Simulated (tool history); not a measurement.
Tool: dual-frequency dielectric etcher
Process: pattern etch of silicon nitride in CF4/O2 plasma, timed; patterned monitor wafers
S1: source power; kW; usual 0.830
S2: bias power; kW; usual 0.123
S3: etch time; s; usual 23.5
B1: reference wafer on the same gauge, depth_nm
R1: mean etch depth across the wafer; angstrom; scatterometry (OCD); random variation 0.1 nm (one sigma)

run     day     S1     S2    S3    B1    R1
  1   0.000  0.770  0.107  23.5  77.0   641
      1.329  -- wet clean of the chamber
  2   1.350  0.770  0.107  23.5  77.0   634
  3   1.362  0.830  0.123  23.5  77.0   715
  4   1.592  0.830  0.123  23.5  77.1   718
      2.042  -- bias power generator calibrated
  5   2.062  0.830  0.123  23.5  77.0   716
  6   2.633  0.830  0.123  23.5  77.0   719
  7   3.271  0.830  0.123  23.5  77.0   719
  8   3.612  0.830  0.123  22.0  77.0   673
  9   4.008  0.830  0.123  23.5  77.0   720
      5.525  -- upper electrode replaced
 10   5.546  0.830  0.123  23.5  77.0   719
 11   5.558  0.830  0.123  21.5  77.0   659
 12   5.571  1.010  0.123  20.5  77.0   771
 13   5.938  0.970  0.146  30.0  77.0  1148
 14   6.312  0.770  0.141  19.5  77.0   577
 15   6.988  0.830  0.123  22.0  77.0   675
 16   7.646  0.660  0.093  30.0  77.0   655
 17   7.958  0.830  0.123  23.5  77.0   721
 18   8.312  0.670  0.151  26.0  77.0   677
 19   8.950  1.030  0.123  19.0  77.0   730
      9.633  -- source power generator calibrated
 20   9.654  1.020  0.132  18.0  77.0   668
 21  10.204  0.830  0.123  23.5  77.0   690
     10.233  -- gauge calibrated
 22  10.858  0.830  0.123  23.5  77.0   690
 23  11.233  0.730  0.123  21.0  77.0   537
 24  11.650  0.890  0.146  23.5  76.9   787
 25  12.138  1.030  0.123  19.0  77.0   698
 26  12.433  0.950  0.123  21.5  77.0   726
 27  12.696  0.830  0.123  29.5  77.0   868
 28  12.954  0.830  0.123  20.5  77.0   605
 29  13.388  0.690  0.133  29.5  77.0   732
 30  13.883  0.730  0.146  20.5  77.0   559

Forecast each of these 4 alternatives for the next run:
  A  13.900  1.010  0.123  23.5   ?   ?
  B  13.900  1.030  0.111  29.5   ?   ?
  C  13.900  0.680  0.123  19.0   ?   ?
  D  13.900  0.940  0.134  17.5   ?   ?

run    B1    R1
  A  77.0   852
  B  77.0  1057
  C  77.0   452
  D  77.0   606
Without the tool's hidden state the same runs would have given:
run    R1
  A   837
  B  1038
  C   444
  D   595

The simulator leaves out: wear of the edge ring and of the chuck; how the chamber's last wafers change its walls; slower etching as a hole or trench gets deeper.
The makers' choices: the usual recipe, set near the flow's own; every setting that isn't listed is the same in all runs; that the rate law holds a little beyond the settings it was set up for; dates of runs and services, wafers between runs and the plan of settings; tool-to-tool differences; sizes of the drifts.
